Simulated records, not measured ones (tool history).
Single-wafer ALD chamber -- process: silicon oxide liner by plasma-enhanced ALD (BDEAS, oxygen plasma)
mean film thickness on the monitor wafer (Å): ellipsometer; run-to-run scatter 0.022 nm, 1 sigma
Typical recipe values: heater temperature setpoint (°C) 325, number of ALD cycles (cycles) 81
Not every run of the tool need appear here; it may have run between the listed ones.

run,day,heater temperature setpoint (°C),number of ALD cycles (cycles),"read-back reference wafer on the same gauge, thickness_nm",mean film thickness on the monitor wafer (Å)
1,0.000,325,77,8.167,69.66
# day 0.729: gauge calibrated
2,1.383,325,77,8.161,70.10
3,2.446,325,81,8.159,73.52
4,4.775,328,81,8.151,73.54
5,5.946,328,81,8.162,73.15
6,7.117,325,81,8.169,73.94
7,8.467,325,81,8.169,74.16
# day 9.979: gauge calibrated
# day 10.092: thermocouple changed; heater temperature recalibrated
8,10.112,325,81,8.169,74.00
9,10.579,325,90,8.162,82.05
10,11.554,336,81,8.171,72.59
11,12.254,316,73,8.159,67.32

The next listed run, before its measurement:
12,13.617,325,81,?,?

{"run 12": {"read-back reference wafer on the same gauge, thickness_nm": 8.169, "mean film thickness on the monitor wafer (Å)": 74.08}}
With no hidden state in the tool, this same run would have given mean film thickness on the monitor wafer (Å) 74.08.
